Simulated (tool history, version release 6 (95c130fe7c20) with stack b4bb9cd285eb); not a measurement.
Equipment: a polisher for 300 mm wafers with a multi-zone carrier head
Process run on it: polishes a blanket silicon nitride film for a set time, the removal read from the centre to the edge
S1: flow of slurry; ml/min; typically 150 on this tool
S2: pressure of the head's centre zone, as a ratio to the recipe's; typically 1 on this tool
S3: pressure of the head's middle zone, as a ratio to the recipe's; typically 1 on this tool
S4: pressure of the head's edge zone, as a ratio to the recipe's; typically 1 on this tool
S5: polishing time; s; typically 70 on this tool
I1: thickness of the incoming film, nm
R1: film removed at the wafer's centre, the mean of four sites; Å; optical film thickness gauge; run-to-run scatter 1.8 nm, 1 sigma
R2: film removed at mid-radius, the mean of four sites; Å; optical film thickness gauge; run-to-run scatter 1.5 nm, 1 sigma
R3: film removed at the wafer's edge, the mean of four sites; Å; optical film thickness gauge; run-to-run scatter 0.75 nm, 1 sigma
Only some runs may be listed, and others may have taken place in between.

run	hour	S1	S2	S3	S4	S5	I1	R1	R2	R3
1	0	150	1	1	1	70	361.6	1237	1212	1192
2	71.4	150	1	1	1	70	357.8	1222	1205	1191
3	110.8	150	1	1	1	70	358.3	1216	1247	1211
# hour 163.5: worn pad replaced by a new one
4	200.8	150	0.91	1	1	46	358.3	743	814	777
5	307.8	150	1.11	1	1	92	359.6	1777	1621	1590
# hour 318: carrier head's membrane replaced by a new one
# hour 329.6: edge zone pressure recalibrated
6	355	195	1	1	1	88	364.5	1639	1629	1574
7	434.5	150	1	0.96	0.9	51	355.9	895	868	834
8	493.3	150	1	1	1.05	70	355.5	1216	1231	1214
# hour 496.7: slurry nozzle cleaned
9	572	150	1	1	1	70	363.8	1237	1226	1214
10	609.2	150	0.9	1	1	78	356.7	1215	1371	1330
11	669.3	150	0.89	1	1	70	356.6	1079	1216	1207
12	746.2	150	1	1	1.11	70	363.2	1235	1204	1258
# hour 803.6: worn pad replaced by a new one
# hour 811.2: centre zone pressure recalibrated
13	826.2	150	1	1.08	1.12	80	358	1376	1496	1441
# hour 913.1: carrier head's membrane replaced by a new one
14	931.9	150	1	1	1	70	357.4	1249	1246	1201
# hour 937.7: edge zone pressure recalibrated
15	995.7	130	1	1	1	70	353.6	1153	1187	1173
16	1083.6	150	1	1	1	70	363.9	1201	1241	1195
17	1124.1	150	1	1	1	70	361	1219	1227	1202
18	1175.1	150	1.07	0.97	1	70	358.7	1285	1188	1197
19	1244.8	150	1.07	1.09	1	84	360.9	1525	1578	1424
20	1341.4	150	1	1	1	70	357.8	1264	1212	1199
21	1413.2	150	1	1	1	70	356.8	1211	1246	1188

Branching from run 21: 5 alternative next runs. What would each branch give?
A	1413.6	150	0.97	1	1	70	359.4	?	?	?
B	1413.6	150	1	0.92	1	70	359.4	?	?	?
C	1413.6	170	1	1	1	53	359.4	?	?	?
D	1413.6	150	1	0.94	0.91	70	359.4	?	?	?
E	1413.6	150	1.05	1.06	1	70	359.4	?	?	?

run	R1	R2	R3
A	1174	1230	1207
B	1210	1154	1208
C	942	954	930
D	1210	1173	1162
E	1272	1286	1206
Take away the tool's hidden state, keep each run's random variation, and the runs would have read:
run	R1	R2	R3
A	1174	1230	1207
B	1210	1154	1208
C	942	954	930
D	1210	1173	1162
E	1272	1286	1206

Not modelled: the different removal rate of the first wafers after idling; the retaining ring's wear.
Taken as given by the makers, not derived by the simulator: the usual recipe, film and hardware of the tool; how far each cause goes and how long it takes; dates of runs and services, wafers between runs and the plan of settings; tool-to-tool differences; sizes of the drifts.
